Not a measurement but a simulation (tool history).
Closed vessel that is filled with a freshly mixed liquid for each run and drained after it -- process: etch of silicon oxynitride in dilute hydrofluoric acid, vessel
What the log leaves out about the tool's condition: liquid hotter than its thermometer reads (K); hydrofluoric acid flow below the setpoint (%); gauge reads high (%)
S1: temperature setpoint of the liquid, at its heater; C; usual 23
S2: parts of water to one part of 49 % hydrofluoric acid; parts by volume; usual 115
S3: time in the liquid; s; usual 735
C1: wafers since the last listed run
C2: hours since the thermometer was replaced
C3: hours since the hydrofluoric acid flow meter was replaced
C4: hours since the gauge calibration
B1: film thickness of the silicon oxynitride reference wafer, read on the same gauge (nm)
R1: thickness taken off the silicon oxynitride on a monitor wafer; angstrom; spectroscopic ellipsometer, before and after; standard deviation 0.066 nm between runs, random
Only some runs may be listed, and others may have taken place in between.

| run | hour | S1 | S2 | S3 | C1 | C2 | C3 | C4 | B1 | R1 |
|---|---|---|---|---|---|---|---|---|---|---|
| 1 | 0 | 23 | 115 | 735 | 0 | 2550.7 | 2450.3 | 142.9 | 120 | 197.6 |
| 2 | 39.6 | 23 | 115 | 735 | 2193 | 2590.3 | 2489.9 | 182.5 | 120.01 | 196.1 |
| 3 | 56.7 | 23 | 115 | 735 | 947 | 2607.4 | 2507 | 199.6 | 120 | 196.9 |
| 4 | 71.7 | 23 | 145 | 735 | 830 | 2622.4 | 2522 | 214.6 | 120 | 153.5 |
| 5 | 79.1 | 23 | 145 | 735 | 409 | 2629.8 | 2529.4 | 222 | 120.01 | 152.1 |
| 6 | 89.2 | 23 | 145 | 735 | 559 | 2639.9 | 2539.5 | 232.1 | 119.97 | 151.9 |
| 7 | 100.9 | 21 | 115 | 735 | 648 | 2651.6 | 2551.2 | 243.8 | 119.98 | 179.7 |
| 8 | 116.3 | 23 | 115 | 735 | 853 | 2667 | 2566.6 | 259.2 | 120 | 197.4 |
| 9 | 132.8 | 23 | 150 | 735 | 914 | 2683.5 | 2583.1 | 275.7 | 119.98 | 146.3 |
| 10 | 147.8 | 23 | 150 | 735 | 830 | 2698.5 | 2598.1 | 290.7 | 120.01 | 146.4 |
| 11 | 157.5 | 23 | 150 | 735 | 537 | 2708.2 | 2607.8 | 300.4 | 120.01 | 146.1 |
| 12 | 175.1 | 23 | 115 | 735 | 974 | 2725.8 | 2625.4 | 318 | 120 | 200 |
| 13 | 190.1 | 19.5 | 145 | 1055 | 830 | 2740.8 | 2640.4 | 333 | 120 | 185.5 |
|  | 195.5 | gauge calibrated |
| 14 | 200.1 | 23 | 165 | 885 | 553 | 2750.8 | 2650.4 | 4.6 | 120 | 158.3 |
| 15 | 217.5 | 23 | 115 | 1040 | 963 | 2768.2 | 2667.8 | 22 | 120.01 | 279.4 |
|  | 241.5 | thermometer replaced |
|  | 248.8 | hydrofluoric acid flow meter replaced |
| 16 | 250.3 | 18.5 | 150 | 1005 | 1706 | 8.8 | 1.5 | 54.8 | 120 | 145.2 |
| 17 | 261.3 | 23 | 115 | 415 | 609 | 19.8 | 12.5 | 65.8 | 120.01 | 99 |
| 18 | 277 | 23 | 115 | 735 | 869 | 35.5 | 28.2 | 81.5 | 120.01 | 175.8 |

What will run 19 give?
| 19 | 289.6 | 23 | 115 | 735 | 697 | 48.1 | 40.8 | 94.1 | ? | ? |

Run 19 yielded B1 120.03, R1 175.1 angstrom.
Minus the tool's unlogged condition, the same run would have read R1 173.4 angstrom.
